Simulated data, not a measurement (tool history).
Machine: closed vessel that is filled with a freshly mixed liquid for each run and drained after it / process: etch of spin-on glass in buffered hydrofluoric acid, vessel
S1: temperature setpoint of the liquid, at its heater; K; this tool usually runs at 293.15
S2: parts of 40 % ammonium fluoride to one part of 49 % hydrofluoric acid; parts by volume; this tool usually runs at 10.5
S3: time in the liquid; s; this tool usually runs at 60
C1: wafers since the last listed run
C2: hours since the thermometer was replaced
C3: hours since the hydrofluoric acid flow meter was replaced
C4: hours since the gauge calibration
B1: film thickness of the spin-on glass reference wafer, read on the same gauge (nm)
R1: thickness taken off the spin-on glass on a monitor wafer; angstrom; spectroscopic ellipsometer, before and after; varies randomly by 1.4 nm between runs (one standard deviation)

run 1 hour=0.0 | S1=293.15 S2=10.5 S3=60 | C1=0 C2=429.6 C3=1005.3 C4=495.2 | B1=130.02 | R1=1772.4
run 2 hour=37.2 | S1=293.15 S2=10.5 S3=60 | C1=4730 C2=466.8 C3=1042.5 C4=532.4 | B1=129.98 | R1=1782.3
-- hour=70.7 gauge calibrated
run 3 hour=79.1 | S1=293.15 S2=10.5 S3=60 | C1=5328 C2=508.7 C3=1084.4 C4=8.4 | B1=130.02 | R1=1747.2
run 4 hour=145.4 | S1=293.15 S2=10.5 S3=60 | C1=8431 C2=575.0 C3=1150.7 C4=74.7 | B1=129.97 | R1=1802.1
run 5 hour=217.4 | S1=293.15 S2=10.5 S3=60 | C1=9156 C2=647.0 C3=1222.7 C4=146.7 | B1=129.99 | R1=1811.2
run 6 hour=274.0 | S1=293.15 S2=10.5 S3=60 | C1=7197 C2=703.6 C3=1279.3 C4=203.3 | B1=129.99 | R1=1815.4
-- hour=303.0 hydrofluoric acid flow meter replaced
run 7 hour=304.4 | S1=293.15 S2=9.0 S3=60 | C1=3738 C2=734.0 C3=1.4 C4=233.7 | B1=130.02 | R1=2034.4
run 8 hour=340.8 | S1=293.15 S2=9.0 S3=60 | C1=4629 C2=770.4 C3=37.8 C4=270.1 | B1=129.97 | R1=2049.0
run 9 hour=373.5 | S1=290.15 S2=8.0 S3=70 | C1=4158 C2=803.1 C3=70.5 C4=302.8 | B1=129.99 | R1=2305.0
run 10 hour=405.0 | S1=293.15 S2=10.5 S3=60 | C1=4005 C2=834.6 C3=102.0 C4=334.3 | B1=130.03 | R1=1838.3
run 11 hour=455.6 | S1=293.15 S2=12.5 S3=60 | C1=6434 C2=885.2 C3=152.6 C4=384.9 | B1=129.96 | R1=1541.4
run 12 hour=515.0 | S1=296.15 S2=13.0 S3=60 | C1=7554 C2=944.6 C3=212.0 C4=444.3 | B1=130.02 | R1=1757.4
-- hour=616.2 thermometer replaced
-- hour=636.2 gauge calibrated
run 13 hour=693.6 | S1=293.15 S2=10.5 S3=60 | C1=22585 C2=77.4 C3=390.6 C4=57.4 | B1=130.00 | R1=1700.6
run 14 hour=743.6 | S1=295.65 S2=14.5 S3=60 | C1=6358 C2=127.4 C3=440.6 C4=107.4 | B1=130.01 | R1=1439.0
run 15 hour=775.0 | S1=293.15 S2=10.5 S3=60 | C1=3993 C2=158.8 C3=472.0 C4=138.8 | B1=130.00 | R1=1678.0
run 16 hour=815.8 | S1=293.15 S2=13.5 S3=60 | C1=5188 C2=199.6 C3=512.8 C4=179.6 | B1=130.01 | R1=1334.7
run 17 hour=857.6 | S1=293.15 S2=13.0 S3=70 | C1=5315 C2=241.4 C3=554.6 C4=221.4 | B1=130.02 | R1=1640.5

5 ways to go on from here, each from the tool as it stands after run 17. What would each give?
run A hour=858.3 | S1=293.15 S2=14.0 S3=60 | C1=89 C2=242.1 C3=555.3 C4=222.1 | B1=? | R1=?
run B hour=858.3 | S1=290.65 S2=13.0 S3=70 | C1=89 C2=242.1 C3=555.3 C4=222.1 | B1=? | R1=?
run C hour=858.3 | S1=293.15 S2=8.5 S3=60 | C1=89 C2=242.1 C3=555.3 C4=222.1 | B1=? | R1=?
run D hour=858.3 | S1=293.15 S2=10.5 S3=95 | C1=89 C2=242.1 C3=555.3 C4=222.1 | B1=? | R1=?
run E hour=858.3 | S1=295.15 S2=13.5 S3=60 | C1=89 C2=242.1 C3=555.3 C4=222.1 | B1=? | R1=?

run=A B1=129.99 R1=1279.6
run=B B1=129.99 R1=1394.5
run=C B1=129.99 R1=2021.7
run=D B1=129.99 R1=2684.6
run=E B1=129.99 R1=1481.8
The same runs, with their run-to-run variation unchanged, on a tool lacking any hidden condition would have given:
run=A R1=1248.5
run=B R1=1360.0
run=C R1=1972.6
run=D R1=2619.3
run=E R1=1446.2
